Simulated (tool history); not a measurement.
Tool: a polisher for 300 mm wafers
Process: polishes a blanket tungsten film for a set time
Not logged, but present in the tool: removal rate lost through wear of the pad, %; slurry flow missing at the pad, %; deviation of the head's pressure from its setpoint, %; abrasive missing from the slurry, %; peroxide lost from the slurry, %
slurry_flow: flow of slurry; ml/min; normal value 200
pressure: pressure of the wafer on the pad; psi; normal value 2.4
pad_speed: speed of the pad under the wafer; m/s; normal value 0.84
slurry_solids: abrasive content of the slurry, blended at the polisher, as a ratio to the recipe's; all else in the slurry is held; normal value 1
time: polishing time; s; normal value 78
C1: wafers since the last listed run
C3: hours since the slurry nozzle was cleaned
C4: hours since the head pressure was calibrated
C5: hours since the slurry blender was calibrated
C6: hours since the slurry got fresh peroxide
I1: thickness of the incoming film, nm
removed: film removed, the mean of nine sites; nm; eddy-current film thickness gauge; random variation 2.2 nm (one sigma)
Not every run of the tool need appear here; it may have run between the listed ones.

run 1 day=0 | slurry_flow=200 pressure=2.4 pad_speed=1.04 slurry_solids=1 time=78 | C1=0 wafers_polished_on_this_pad=142 C3=768.6 C4=698.1 C5=83.3 C6=86.6 | I1=1308.1 | removed=198
run 2 day=0.342 | slurry_flow=200 pressure=2.4 pad_speed=1.04 slurry_solids=1 time=78 | C1=80 wafers_polished_on_this_pad=222 C3=776.8 C4=706.3 C5=91.5 C6=94.8 | I1=1319.3 | removed=201.9
run 3 day=0.888 | slurry_flow=200 pressure=2.4 pad_speed=1.04 slurry_solids=1 time=78 | C1=128 wafers_polished_on_this_pad=351 C3=789.9 C4=719.4 C5=104.6 C6=107.9 | I1=1298.5 | removed=198.7
run 4 day=1.262 | slurry_flow=200 pressure=2.4 pad_speed=0.84 slurry_solids=1 time=78 | C1=88 wafers_polished_on_this_pad=440 C3=798.9 C4=728.4 C5=113.6 C6=116.9 | I1=1292.8 | removed=163.7
-- day=1.375 slurry tank refilled with fresh slurry and peroxide
run 5 day=1.938 | slurry_flow=200 pressure=2.4 pad_speed=0.84 slurry_solids=1 time=78 | C1=149 wafers_polished_on_this_pad=589 C3=815.1 C4=744.6 C5=129.8 C6=13.5 | I1=1320.8 | removed=160.1
run 6 day=2.571 | slurry_flow=200 pressure=2.4 pad_speed=0.84 slurry_solids=1 time=78 | C1=149 wafers_polished_on_this_pad=739 C3=830.3 C4=759.8 C5=145 C6=28.7 | I1=1308.5 | removed=156.2
run 7 day=2.842 | slurry_flow=200 pressure=2.4 pad_speed=0.84 slurry_solids=1 time=78 | C1=63 wafers_polished_on_this_pad=802 C3=836.8 C4=766.3 C5=151.5 C6=35.2 | I1=1285 | removed=161.7
-- day=3.121 worn pad replaced by a new one
-- day=3.242 slurry blender recalibrated
-- day=3.5 slurry nozzle cleaned
run 8 day=3.538 | slurry_flow=225 pressure=2.9 pad_speed=0.84 slurry_solids=1 time=78 | C1=95 wafers_polished_on_this_pad=68 C3=0.9 C4=783 C5=7.1 C6=51.9 | I1=1318 | removed=214.7
run 9 day=4.217 | slurry_flow=225 pressure=2.9 pad_speed=0.84 slurry_solids=1 time=78 | C1=160 wafers_polished_on_this_pad=229 C3=17.2 C4=799.3 C5=23.4 C6=68.2 | I1=1308.7 | removed=206
run 10 day=4.871 | slurry_flow=200 pressure=2.4 pad_speed=0.84 slurry_solids=0.75 time=78 | C1=154 wafers_polished_on_this_pad=383 C3=32.9 C4=815 C5=39.1 C6=83.9 | I1=1328.6 | removed=159
run 11 day=5.529 | slurry_flow=200 pressure=2.4 pad_speed=0.84 slurry_solids=1 time=78 | C1=155 wafers_polished_on_this_pad=539 C3=48.7 C4=830.8 C5=54.9 C6=99.7 | I1=1301.8 | removed=166.4
run 12 day=6.221 | slurry_flow=200 pressure=2.4 pad_speed=0.84 slurry_solids=0.85 time=78 | C1=163 wafers_polished_on_this_pad=702 C3=65.3 C4=847.4 C5=71.5 C6=116.3 | I1=1309.1 | removed=153.2
-- day=6.404 slurry tank refilled with fresh slurry and peroxide
-- day=6.796 head pressure recalibrated
-- day=7.096 worn pad replaced by a new one
run 13 day=8.146 | slurry_flow=200 pressure=1.8 pad_speed=0.84 slurry_solids=1.3 time=52 | C1=385 wafers_polished_on_this_pad=247 C3=111.5 C4=32.4 C5=117.7 C6=41.8 | I1=1330.7 | removed=86.6
run 14 day=8.45 | slurry_flow=200 pressure=2.4 pad_speed=0.84 slurry_solids=0.85 time=78 | C1=71 wafers_polished_on_this_pad=319 C3=118.8 C4=39.7 C5=125 C6=49.1 | I1=1298.2 | removed=152.3
run 15 day=9.058 | slurry_flow=200 pressure=2.4 pad_speed=0.84 slurry_solids=1.15 time=58 | C1=143 wafers_polished_on_this_pad=463 C3=133.4 C4=54.3 C5=139.6 C6=63.7 | I1=1308.6 | removed=119.6
run 16 day=9.392 | slurry_flow=200 pressure=2.4 pad_speed=1.1 slurry_solids=1 time=78 | C1=78 wafers_polished_on_this_pad=541 C3=141.4 C4=62.3 C5=147.6 C6=71.7 | I1=1294.1 | removed=207.1
run 17 day=9.654 | slurry_flow=180 pressure=2.4 pad_speed=0.84 slurry_solids=1 time=60 | C1=61 wafers_polished_on_this_pad=603 C3=147.7 C4=68.6 C5=153.9 C6=78 | I1=1311.1 | removed=117.8
run 18 day=10.246 | slurry_flow=200 pressure=2.4 pad_speed=0.76 slurry_solids=1.15 time=78 | C1=139 wafers_polished_on_this_pad=743 C3=161.9 C4=82.8 C5=168.1 C6=92.2 | I1=1308.8 | removed=148.5

Alternative continuations, all from the tool just after run 18; predict every row:
run A day=10.262 | slurry_flow=200 pressure=2.4 pad_speed=0.84 slurry_solids=1 time=78 | C1=3 wafers_polished_on_this_pad=746 C3=162.3 C4=83.2 C5=168.5 C6=92.6 | I1=1312.6 | removed=?
run B day=10.262 | slurry_flow=245 pressure=1.7 pad_speed=0.84 slurry_solids=1.15 time=78 | C1=3 wafers_polished_on_this_pad=746 C3=162.3 C4=83.2 C5=168.5 C6=92.6 | I1=1312.6 | removed=?
run C day=10.262 | slurry_flow=200 pressure=2.7 pad_speed=0.64 slurry_solids=0.9 time=78 | C1=3 wafers_polished_on_this_pad=746 C3=162.3 C4=83.2 C5=168.5 C6=92.6 | I1=1312.6 | removed=?
run D day=10.262 | slurry_flow=200 pressure=2.4 pad_speed=0.84 slurry_solids=0.7 time=78 | C1=3 wafers_polished_on_this_pad=746 C3=162.3 C4=83.2 C5=168.5 C6=92.6 | I1=1312.6 | removed=?
run E day=10.262 | slurry_flow=200 pressure=2.4 pad_speed=0.62 slurry_solids=1 time=67 | C1=3 wafers_polished_on_this_pad=746 C3=162.3 C4=83.2 C5=168.5 C6=92.6 | I1=1312.6 | removed=?

run=A removed=155.1
run=B removed=118
run=C removed=129.2
run=D removed=142.6
run=E removed=98.3
Without the tool's hidden state the same runs would have given:
run=A removed=172.6
run=B removed=131.6
run=C removed=143.6
run=D removed=158
run=E removed=109.4
